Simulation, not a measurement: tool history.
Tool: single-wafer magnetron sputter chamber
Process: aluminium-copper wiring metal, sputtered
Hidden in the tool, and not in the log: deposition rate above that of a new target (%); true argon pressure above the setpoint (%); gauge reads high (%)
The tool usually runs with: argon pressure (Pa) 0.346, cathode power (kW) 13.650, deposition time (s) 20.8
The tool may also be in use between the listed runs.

run,day,argon pressure (Pa),cathode power (kW),deposition time (s),wafers since the last listed run,wafers on the sputter target,hours since the last manometer calibration,hours since the magnet pack was replaced,hours since the gauge calibration,"read-back reference wafer on the same gauge, thickness_nm",mean film thickness on the monitor wafer (angstrom)
1,0.000,0.346,13.650,20.8,0,542,1824.5,3920.9,105.6,535.987,5154.57
2,0.708,0.346,13.650,20.8,563,1106,1841.5,3937.9,122.6,535.815,5116.21
3,1.333,0.346,13.650,20.8,497,1604,1856.5,3952.9,137.6,535.857,5120.55
4,1.767,0.346,15.150,20.8,345,1949,1866.9,3963.3,148.0,536.330,5654.64
# day 2.658: sputter target and shields replaced
5,2.679,0.346,12.750,23.7,461,16,1888.8,3985.2,169.9,536.164,5550.16
6,3.221,0.346,11.800,20.8,431,447,1901.8,3998.2,182.9,535.970,4467.78
7,3.829,0.346,11.800,20.8,484,931,1916.4,4012.8,197.5,536.023,4437.84
8,4.200,0.346,13.650,20.8,295,1227,1925.3,4021.7,206.4,536.162,5123.40
# day 4.625: gauge calibrated
# day 4.679: capacitance manometer re-zeroed and calibrated
9,4.854,0.346,13.650,20.8,255,1482,4.2,4037.4,5.5,536.069,5117.84
10,5.396,0.346,13.650,20.8,431,1913,17.2,4050.4,18.5,535.987,5112.73
# day 5.821: sputter target and shields replaced
11,6.133,0.463,12.750,22.4,321,247,34.9,4068.1,36.2,535.811,4843.50
12,6.596,0.346,13.650,20.8,368,616,46.0,4079.2,47.3,535.752,5134.53
13,7.279,0.306,13.650,20.8,544,1160,62.4,4095.6,63.7,536.190,5246.67
14,7.650,0.346,13.650,20.8,295,1455,71.3,4104.5,72.6,535.986,5118.57
15,8.288,0.290,16.350,20.8,507,1963,86.6,4119.8,87.9,535.805,6342.04
# day 8.671: magnet pack replaced
16,8.971,0.236,11.300,19.3,278,2241,103.0,7.2,104.3,535.924,4192.26
# day 9.483: sputter target and shields replaced
17,11.167,0.470,16.400,24.5,1482,1341,155.7,59.9,157.0,536.252,6706.63
18,11.583,0.346,13.650,20.8,331,1673,165.7,69.9,167.0,535.839,5114.71
19,12.004,0.250,11.900,20.8,335,2008,175.8,80.0,177.1,535.815,4728.55
20,12.504,0.346,13.650,18.5,398,2406,187.8,92.0,189.1,536.116,4542.23

Each row is a separate what-if for the run after 20, all from the same tool condition, not one after another. Results?
A,12.521,0.346,13.650,20.8,13,2420,188.2,92.4,189.5,?,?
B,12.521,0.224,15.150,24.8,13,2420,188.2,92.4,189.5,?,?
C,12.521,0.432,12.800,20.8,13,2420,188.2,92.4,189.5,?,?

run,"read-back reference wafer on the same gauge, thickness_nm",mean film thickness on the monitor wafer (angstrom)
A,536.312,5107.49
B,536.312,7296.00
C,536.312,4543.98
Without the tool's unlogged condition, the same runs would have read:
run,mean film thickness on the monitor wafer (angstrom)
A,5218.51
B,7454.60
C,4642.76
